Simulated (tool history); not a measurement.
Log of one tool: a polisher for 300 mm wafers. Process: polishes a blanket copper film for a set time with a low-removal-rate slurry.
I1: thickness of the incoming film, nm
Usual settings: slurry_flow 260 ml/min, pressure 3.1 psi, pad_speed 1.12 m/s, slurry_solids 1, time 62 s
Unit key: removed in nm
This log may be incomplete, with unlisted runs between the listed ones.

Run 1, hour 0: usual settings but pad_speed 1.32 m/s; I1 1008.8. Result: removed 237.9 nm.
At hour 44.1: slurry nozzle cleaned.
At hour 52.8: worn pad replaced by a new one.
At hour 92: head pressure recalibrated.
Run 2, hour 305.6: usual settings but time 74 s; I1 1030.9. Result: removed 237.6 nm.
At hour 380.4: slurry blender recalibrated.
Run 3, hour 429.1: usual settings but time 74 s; I1 1020. Result: removed 253.8 nm.
Run 4, hour 587: usual settings but time 74 s; I1 1020.7. Result: removed 251.3 nm.
At hour 669.9: worn pad replaced by a new one.
Run 5, hour 687.5: usual settings; I1 1046.3. Result: removed 212 nm.
At hour 693.9: slurry nozzle cleaned.
Run 6, hour 762.6: usual settings; I1 1042.1. Result: removed 202 nm.
Run 7, hour 857.4: usual settings; I1 1038.1. Result: removed 204.4 nm.
Run 8, hour 904.1: usual settings but pressure 2.4 psi; I1 1047.3. Result: removed 158 nm.
At hour 973: slurry blender recalibrated.
Run 9, hour 984.1: usual settings; I1 1040. Result: removed 209.8 nm.
Run 10, hour 1053: usual settings but slurry_flow 290 ml/min, pad_speed 0.86 m/s, slurry_solids 0.75; I1 1040.5. Result: removed 162.6 nm.
Run 11, hour 1116.2: usual settings; I1 1014.1. Result: removed 210.4 nm.
At hour 1206.6: head pressure recalibrated.
Run 12, hour 1210.2: usual settings; I1 1022.4. Result: removed 203.9 nm.
Run 13, hour 1285.7: usual settings; I1 1046.7. Result: removed 209.6 nm.
Run 14, hour 1330.5: usual settings but slurry_flow 180 ml/min; I1 1020.9. Result: removed 195.1 nm.
At hour 1386.9: worn pad replaced by a new one.
At hour 1408.4: slurry nozzle cleaned.
Run 15, hour 1430.2: usual settings but slurry_solids 1.2; I1 1013.4. Result: removed 216.1 nm.
Run 16, hour 1467.6: usual settings but slurry_solids 0.75, time 42 s; I1 1046.2. Result: removed 130.1 nm.
Run 17, hour 1515.4: usual settings but slurry_flow 190 ml/min, slurry_solids 0.8, time 71 s; I1 1039.1. Result: removed 206 nm.
At hour 1547.1: slurry blender recalibrated.
Run 18, hour 1589.3: usual settings; I1 1032.9. Result: removed 215.1 nm.
Run 19, hour 1630: usual settings but slurry_solids 0.75, time 45 s; I1 1030.9. Result: removed 142.7 nm.
Run 20, hour 1674.2: usual settings but slurry_flow 175 ml/min, time 75 s; I1 1045.5. Result: removed 240.3 nm.
Run 21, hour 1777: usual settings but pressure 3.9 psi, time 47 s; I1 1048.6. Result: removed 202 nm.
Run 22, hour 1861.3: usual settings; I1 1038.7. Result: removed 208.5 nm.
Run 23, hour 1962.4: usual settings but pressure 4 psi, slurry_solids 1.15; I1 1029.9. Result: removed 272.5 nm.
At hour 1972.7: worn pad replaced by a new one.
Run 24, hour 2008.6: usual settings but slurry_flow 340 ml/min, pressure 4.1 psi; I1 1029.1. Result: removed 277.4 nm.
At hour 2009.9: slurry nozzle cleaned.
Run 25, hour 2094.9: usual settings; I1 1033.5. Result: removed 204.2 nm.
Run 26, hour 2193.4: usual settings but slurry_flow 190 ml/min, pad_speed 1.3 m/s, time 76 s; I1 1015.7. Result: removed 259.8 nm.
At hour 2239.5: slurry blender recalibrated.
Run 27, hour 2288.7: usual settings but slurry_flow 310 ml/min, pressure 2.2 psi, slurry_solids 1.2, time 73 s; I1 1027.4. Result: removed 186.1 nm.
Run 28, hour 2332.5: usual settings but pressure 2.4 psi, slurry_solids 0.9; I1 1028.7. Result: removed 157.2 nm.
At hour 2368: head pressure recalibrated.
Run 29, hour 2397.1: usual settings but slurry_solids 1.2, time 49 s; I1 1013. Result: removed 173.5 nm.

Forecast each of these 5 alternatives for the next run:
Run A, hour 2397.5: usual settings but slurry_solids 1.25; I1 1027.9. Result: removed ?.
Run B, hour 2397.5: usual settings but time 44 s; I1 1027.9. Result: removed ?.
Run C, hour 2397.5: usual settings but slurry_flow 190 ml/min; I1 1027.9. Result: removed ?.
Run D, hour 2397.5: usual settings but slurry_flow 335 ml/min, pressure 2.7 psi; I1 1027.9. Result: removed ?.
Run E, hour 2397.5: usual settings but slurry_flow 225 ml/min, pad_speed 0.78 m/s; I1 1027.9. Result: removed ?.

run  removed
  A    226.3
  B    152.5
  C    205.8
  D    191.8
  E    157.5
Without the tool's hidden state the same runs would have given:
run  removed
  A      229
  B    154.2
  C    208.2
  D    194.1
  E    159.4
